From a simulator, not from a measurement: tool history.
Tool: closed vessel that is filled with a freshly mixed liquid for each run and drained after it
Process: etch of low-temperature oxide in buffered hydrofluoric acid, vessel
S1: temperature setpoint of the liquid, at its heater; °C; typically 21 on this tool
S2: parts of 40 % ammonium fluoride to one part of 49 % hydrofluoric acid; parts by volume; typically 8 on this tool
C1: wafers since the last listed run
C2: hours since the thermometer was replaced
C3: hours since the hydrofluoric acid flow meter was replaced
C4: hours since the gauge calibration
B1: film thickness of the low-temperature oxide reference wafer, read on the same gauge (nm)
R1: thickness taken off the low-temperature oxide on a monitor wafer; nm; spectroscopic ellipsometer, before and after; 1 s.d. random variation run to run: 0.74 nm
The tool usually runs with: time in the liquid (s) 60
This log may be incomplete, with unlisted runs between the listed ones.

run 1 hour=0 | S1=21 S2=8 time_in_the_liquid_(s)=60 | C1=0 C2=1390.5 C3=806.2 C4=271.3 | B1=49.99 | R1=157.74
run 2 hour=17.5 | S1=21 S2=8 time_in_the_liquid_(s)=60 | C1=1080 C2=1408 C3=823.7 C4=288.8 | B1=49.98 | R1=158.85
run 3 hour=32.4 | S1=21 S2=8 time_in_the_liquid_(s)=60 | C1=919 C2=1422.9 C3=838.6 C4=303.7 | B1=50 | R1=157.11
run 4 hour=51.6 | S1=21 S2=8 time_in_the_liquid_(s)=60 | C1=1185 C2=1442.1 C3=857.8 C4=322.9 | B1=50.03 | R1=159.59
run 5 hour=101.4 | S1=21 S2=8 time_in_the_liquid_(s)=60 | C1=3074 C2=1491.9 C3=907.6 C4=372.7 | B1=50 | R1=158.62
run 6 hour=120.5 | S1=21 S2=8 time_in_the_liquid_(s)=60 | C1=1179 C2=1511 C3=926.7 C4=391.8 | B1=49.97 | R1=160.86
run 7 hour=136.4 | S1=21 S2=8 time_in_the_liquid_(s)=60 | C1=981 C2=1526.9 C3=942.6 C4=407.7 | B1=49.99 | R1=161.7
run 8 hour=152 | S1=21 S2=8 time_in_the_liquid_(s)=60 | C1=963 C2=1542.5 C3=958.2 C4=423.3 | B1=50.02 | R1=162.06
-- hour=167.7 hydrofluoric acid flow meter replaced
run 9 hour=172.6 | S1=21 S2=8 time_in_the_liquid_(s)=60 | C1=1210 C2=1563.1 C3=4.9 C4=443.9 | B1=50 | R1=144.68
run 10 hour=192.7 | S1=21 S2=8 time_in_the_liquid_(s)=60 | C1=1240 C2=1583.2 C3=25 C4=464 | B1=49.98 | R1=144.88
run 11 hour=244.6 | S1=21 S2=8 time_in_the_liquid_(s)=75 | C1=3204 C2=1635.1 C3=76.9 C4=515.9 | B1=49.96 | R1=186.01
-- hour=255.2 gauge calibrated
run 12 hour=276.4 | S1=17 S2=8 time_in_the_liquid_(s)=85 | C1=1963 C2=1666.9 C3=108.7 C4=21.2 | B1=50 | R1=167.54
run 13 hour=301 | S1=21 S2=10 time_in_the_liquid_(s)=30 | C1=1518 C2=1691.5 C3=133.3 C4=45.8 | B1=50.01 | R1=61.27
-- hour=319.9 thermometer replaced
run 14 hour=323.2 | S1=25 S2=9 time_in_the_liquid_(s)=35 | C1=1308 C2=3.3 C3=155.5 C4=68 | B1=50.01 | R1=81.27
run 15 hour=338.1 | S1=21 S2=5.5 time_in_the_liquid_(s)=60 | C1=919 C2=18.2 C3=170.4 C4=82.9 | B1=50 | R1=179.36
run 16 hour=351 | S1=21 S2=8 time_in_the_liquid_(s)=60 | C1=796 C2=31.1 C3=183.3 C4=95.8 | B1=49.98 | R1=129.83
run 17 hour=385.3 | S1=21 S2=8 time_in_the_liquid_(s)=60 | C1=2117 C2=65.4 C3=217.6 C4=130.1 | B1=50 | R1=131.01
run 18 hour=414.1 | S1=22.5 S2=8 time_in_the_liquid_(s)=60 | C1=1778 C2=94.2 C3=246.4 C4=158.9 | B1=49.98 | R1=141.46
run 19 hour=434.9 | S1=19 S2=8 time_in_the_liquid_(s)=75 | C1=1284 C2=115 C3=267.2 C4=179.7 | B1=49.99 | R1=145.12
run 20 hour=449.8 | S1=23.5 S2=8 time_in_the_liquid_(s)=60 | C1=919 C2=129.9 C3=282.1 C4=194.6 | B1=49.99 | R1=150.7

The logged runs with the hidden state left out (each run's random variation unchanged):
Unlogged tool condition in this case: liquid hotter than its thermometer reads (K); hydrofluoric acid flow above the setpoint (%); gauge reads high (%).
run=1 R1=124.53
run=2 R1=124.96
run=3 R1=123.23
run=4 R1=124.69
run=5 R1=122.7
run=6 R1=123.95
run=7 R1=124.17
run=8 R1=124.1
run=9 R1=123.48
run=10 R1=123.08
run=11 R1=156.3
run=12 R1=139.23
run=13 R1=51.42
run=14 R1=78.67
run=15 R1=174.23
run=16 R1=124.96
run=17 R1=125.15
run=18 R1=134.38
run=19 R1=137.23
run=20 R1=142.09
